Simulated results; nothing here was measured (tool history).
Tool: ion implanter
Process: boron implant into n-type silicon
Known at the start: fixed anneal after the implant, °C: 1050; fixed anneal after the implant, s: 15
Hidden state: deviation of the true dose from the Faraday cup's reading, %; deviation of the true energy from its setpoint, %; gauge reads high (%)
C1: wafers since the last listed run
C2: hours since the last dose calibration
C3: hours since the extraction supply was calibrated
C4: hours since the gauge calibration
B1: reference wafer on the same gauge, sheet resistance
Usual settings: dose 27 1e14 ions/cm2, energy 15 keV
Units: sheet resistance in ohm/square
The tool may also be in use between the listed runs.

run 1 hour=0 | dose=27 energy=15 | C1=0 C2=1306.5 C3=4155.7 C4=185.5 | B1=49.3 | sheet_resistance=62.55
run 2 hour=34.9 | dose=27 energy=15 | C1=424 C2=1341.4 C3=4190.6 C4=220.4 | B1=49.3 | sheet_resistance=62.56
run 3 hour=59 | dose=27 energy=15 | C1=293 C2=1365.5 C3=4214.7 C4=244.5 | B1=49.33 | sheet_resistance=62.6
run 4 hour=82.7 | dose=27 energy=15 | C1=288 C2=1389.2 C3=4238.4 C4=268.2 | B1=49.29 | sheet_resistance=62.66
run 5 hour=103 | dose=27 energy=19 | C1=246 C2=1409.5 C3=4258.7 C4=288.5 | B1=49.28 | sheet_resistance=57.13
run 6 hour=123.6 | dose=27 energy=12.5 | C1=250 C2=1430.1 C3=4279.3 C4=309.1 | B1=49.31 | sheet_resistance=68
run 7 hour=151 | dose=27 energy=12.5 | C1=333 C2=1457.5 C3=4306.7 C4=336.5 | B1=49.31 | sheet_resistance=68.24
run 8 hour=174.1 | dose=27 energy=12.5 | C1=280 C2=1480.6 C3=4329.8 C4=359.6 | B1=49.27 | sheet_resistance=68.15
run 9 hour=190.2 | dose=27 energy=15 | C1=195 C2=1496.7 C3=4345.9 C4=375.7 | B1=49.28 | sheet_resistance=62.44
run 10 hour=202.9 | dose=27 energy=15 | C1=154 C2=1509.4 C3=4358.6 C4=388.4 | B1=49.29 | sheet_resistance=62.58
run 11 hour=219.6 | dose=27 energy=15 | C1=203 C2=1526.1 C3=4375.3 C4=405.1 | B1=49.3 | sheet_resistance=62.69
run 12 hour=237.8 | dose=27 energy=15 | C1=221 C2=1544.3 C3=4393.5 C4=423.3 | B1=49.29 | sheet_resistance=62.58
run 13 hour=265.6 | dose=27 energy=15 | C1=338 C2=1572.1 C3=4421.3 C4=451.1 | B1=49.32 | sheet_resistance=62.43
run 14 hour=362.3 | dose=27 energy=15 | C1=1175 C2=1668.8 C3=4518 C4=547.8 | B1=49.31 | sheet_resistance=62.54
run 15 hour=376.3 | dose=27 energy=15 | C1=170 C2=1682.8 C3=4532 C4=561.8 | B1=49.3 | sheet_resistance=62.64
run 16 hour=393.8 | dose=27 energy=15 | C1=212 C2=1700.3 C3=4549.5 C4=579.3 | B1=49.31 | sheet_resistance=62.73
-- hour=422.8 Faraday cup replaced and dose calibrated
run 17 hour=423.8 | dose=27 energy=15 | C1=267 C2=1 C3=4579.5 C4=609.3 | B1=49.27 | sheet_resistance=61.42
run 18 hour=455.7 | dose=27 energy=15 | C1=387 C2=32.9 C3=4611.4 C4=641.2 | B1=49.31 | sheet_resistance=61.35
-- hour=481.6 extraction supply calibrated
run 19 hour=482.1 | dose=27 energy=15 | C1=223 C2=59.3 C3=0.5 C4=667.6 | B1=49.28 | sheet_resistance=61.49
-- hour=522.8 gauge calibrated
run 20 hour=559.1 | dose=24 energy=11 | C1=936 C2=136.3 C3=77.5 C4=36.3 | B1=49.3 | sheet_resistance=74.28
run 21 hour=590.1 | dose=21 energy=20 | C1=376 C2=167.3 C3=108.5 C4=67.3 | B1=49.33 | sheet_resistance=63.54
run 22 hour=605.9 | dose=33.73 energy=11 | C1=192 C2=183.1 C3=124.3 C4=83.1 | B1=49.29 | sheet_resistance=68.55
run 23 hour=627.4 | dose=30.56 energy=18.5 | C1=261 C2=204.6 C3=145.8 C4=104.6 | B1=49.28 | sheet_resistance=54.05
run 24 hour=652.5 | dose=34.56 energy=13.5 | C1=305 C2=229.7 C3=170.9 C4=129.7 | B1=49.29 | sheet_resistance=61.08
run 25 hour=682.8 | dose=27 energy=15 | C1=368 C2=260 C3=201.2 C4=160 | B1=49.31 | sheet_resistance=61.72
run 26 hour=712.3 | dose=29.25 energy=13.5 | C1=358 C2=289.5 C3=230.7 C4=189.5 | B1=49.32 | sheet_resistance=63.23
run 27 hour=750.5 | dose=27 energy=15 | C1=464 C2=327.7 C3=268.9 C4=227.7 | B1=49.29 | sheet_resistance=62
run 28 hour=778.8 | dose=23.89 energy=18.5 | C1=344 C2=356 C3=297.2 C4=256 | B1=49.28 | sheet_resistance=60.71
run 29 hour=793.8 | dose=23.23 energy=19.5 | C1=182 C2=371 C3=312.2 C4=271 | B1=49.27 | sheet_resistance=60.53
run 30 hour=812.8 | dose=19.55 energy=17 | C1=231 C2=390 C3=331.2 C4=290 | B1=49.29 | sheet_resistance=69.89
run 31 hour=845.9 | dose=27 energy=18.5 | C1=402 C2=423.1 C3=364.3 C4=323.1 | B1=49.31 | sheet_resistance=56.89
run 32 hour=864.3 | dose=27 energy=15 | C1=223 C2=441.5 C3=382.7 C4=341.5 | B1=49.32 | sheet_resistance=62.08
run 33 hour=886.7 | dose=27 energy=15 | C1=272 C2=463.9 C3=405.1 C4=363.9 | B1=49.28 | sheet_resistance=61.91
run 34 hour=903.5 | dose=27 energy=15 | C1=204 C2=480.7 C3=421.9 C4=380.7 | B1=49.31 | sheet_resistance=62.01
run 35 hour=929 | dose=27 energy=15 | C1=310 C2=506.2 C3=447.4 C4=406.2 | B1=49.32 | sheet_resistance=62.01
run 36 hour=957 | dose=32.15 energy=11 | C1=340 C2=534.2 C3=475.4 C4=434.2 | B1=49.3 | sheet_resistance=69.15
run 37 hour=980 | dose=32.86 energy=12.5 | C1=279 C2=557.2 C3=498.4 C4=457.2 | B1=49.3 | sheet_resistance=64.08

The tool's hidden state at each run:
deviation of the true energy from its setpoint, %: 0 in every run
gauge reads high (%): 0 in every run
H1: deviation of the true dose from the Faraday cup's reading, %
run=1 H1=-4.41
run=2 H1=-4.45
run=3 H1=-4.47
run=4 H1=-4.49
run=5 H1=-4.51
run=6 H1=-4.53
run=7 H1=-4.55
run=8 H1=-4.57
run=9 H1=-4.58
run=10 H1=-4.59
run=11 H1=-4.61
run=12 H1=-4.62
run=13 H1=-4.64
run=14 H1=-4.7
run=15 H1=-4.71
run=16 H1=-4.72
run=17 H1=0.778
run=18 H1=0.518
run=19 H1=0.313
run=20 H1=-0.239
run=21 H1=-0.443
run=22 H1=-0.543
run=23 H1=-0.676
run=24 H1=-0.824
run=25 H1=-0.996
run=26 H1=-1.16
run=27 H1=-1.35
run=28 H1=-1.49
run=29 H1=-1.56
run=30 H1=-1.65
run=31 H1=-1.79
run=32 H1=-1.87
run=33 H1=-1.96
run=34 H1=-2.03
run=35 H1=-2.12
run=36 H1=-2.23
run=37 H1=-2.31
